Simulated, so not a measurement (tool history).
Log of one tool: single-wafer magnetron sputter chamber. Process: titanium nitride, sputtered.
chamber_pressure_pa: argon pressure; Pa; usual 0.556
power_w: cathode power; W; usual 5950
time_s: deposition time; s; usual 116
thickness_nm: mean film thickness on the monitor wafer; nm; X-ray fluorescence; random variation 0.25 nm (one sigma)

| run | hour | chamber_pressure_pa | power_w | time_s | read-back reference wafer on the same gauge, thickness_nm | thickness_nm |
|---|---|---|---|---|---|---|
| 1 | 0.0 | 0.556 | 5950 | 116 | 138.099 | 120.412 |
| 2 | 23.4 | 0.556 | 5950 | 116 | 138.111 | 119.548 |
| 3 | 44.0 | 0.556 | 4900 | 116 | 137.940 | 103.493 |
| 4 | 132.4 | 0.440 | 5950 | 122 | 137.843 | 129.650 |
| 5 | 148.1 | 0.440 | 5950 | 122 | 138.099 | 129.600 |
|  | 166.3 | sputter target and shields replaced |
| 6 | 171.1 | 0.440 | 5950 | 122 | 138.053 | 126.556 |
| 7 | 194.9 | 0.556 | 5950 | 116 | 137.927 | 115.499 |
|  | 207.3 | capacitance manometer re-zeroed and calibrated |
| 8 | 230.0 | 0.556 | 5200 | 116 | 137.965 | 104.749 |
| 9 | 247.5 | 0.724 | 5950 | 123 | 137.972 | 115.803 |
| 10 | 276.6 | 0.724 | 5950 | 123 | 138.176 | 115.488 |
| 11 | 297.0 | 0.724 | 5950 | 123 | 137.980 | 116.038 |
|  | 303.5 | gauge calibrated |
|  | 331.6 | sputter target and shields replaced, repeated, since the last time left the tool worse |
| 12 | 332.1 | 0.556 | 5950 | 116 | 138.055 | 121.521 |
| 13 | 342.0 | 0.556 | 5950 | 116 | 137.858 | 121.256 |
| 14 | 364.6 | 0.556 | 5300 | 116 | 137.963 | 111.440 |
| 15 | 379.0 | 0.556 | 5400 | 116 | 137.870 | 112.528 |
| 16 | 394.0 | 0.414 | 5000 | 108 | 137.968 | 103.727 |
| 17 | 421.0 | 0.410 | 6750 | 116 | 138.022 | 139.397 |
| 18 | 442.4 | 0.556 | 5950 | 116 | 138.126 | 120.699 |
| 19 | 503.6 | 0.776 | 5950 | 128 | 137.933 | 123.530 |
| 20 | 522.3 | 0.344 | 5400 | 116 | 138.026 | 119.195 |
| 21 | 551.5 | 0.556 | 5950 | 116 | 138.016 | 119.700 |
| 22 | 568.4 | 0.556 | 6450 | 124 | 138.013 | 136.036 |
| 23 | 601.2 | 0.556 | 5950 | 116 | 138.053 | 119.801 |
|  | 621.6 | magnet pack replaced |
|  | 632.8 | sputter target and shields replaced |
| 24 | 633.3 | 0.651 | 5950 | 105 | 137.966 | 106.667 |
| 25 | 660.5 | 0.556 | 5950 | 116 | 138.113 | 121.063 |
| 26 | 677.1 | 0.671 | 5950 | 116 | 138.080 | 116.551 |
| 27 | 693.9 | 0.629 | 7400 | 101 | 137.913 | 122.082 |
| 28 | 709.0 | 0.440 | 5950 | 122 | 137.989 | 131.753 |
| 29 | 742.2 | 0.556 | 5950 | 116 | 138.014 | 120.636 |
| 30 | 765.7 | 0.757 | 5950 | 116 | 138.091 | 113.224 |
| 31 | 795.0 | 0.630 | 5400 | 108 | 137.923 | 101.300 |
| 32 | 810.8 | 0.461 | 4650 | 128 | 137.915 | 113.405 |
| 33 | 845.9 | 0.556 | 5950 | 116 | 137.995 | 119.668 |
| 34 | 896.4 | 0.409 | 5950 | 116 | 137.943 | 124.704 |
| 35 | 911.4 | 0.556 | 5950 | 116 | 137.985 | 119.642 |

4 ways to go on from here, each from the tool as it stands after run 35. What would each give?
| A | 911.8 | 0.556 | 5000 | 116 | ? | ? |
| B | 911.8 | 0.617 | 5950 | 107 | ? | ? |
| C | 911.8 | 0.721 | 6950 | 129 | ? | ? |
| D | 911.8 | 0.430 | 6600 | 109 | ? | ? |

| run | read-back reference wafer on the same gauge, thickness_nm | thickness_nm |
|---|---|---|
| A | 138.028 | 104.431 |
| B | 138.028 | 107.645 |
| C | 138.028 | 141.814 |
| D | 138.028 | 126.002 |
Without the tool's hidden state the same runs would have given:
| run | thickness_nm |
|---|---|
| A | 106.527 |
| B | 109.806 |
| C | 144.661 |
| D | 128.531 |
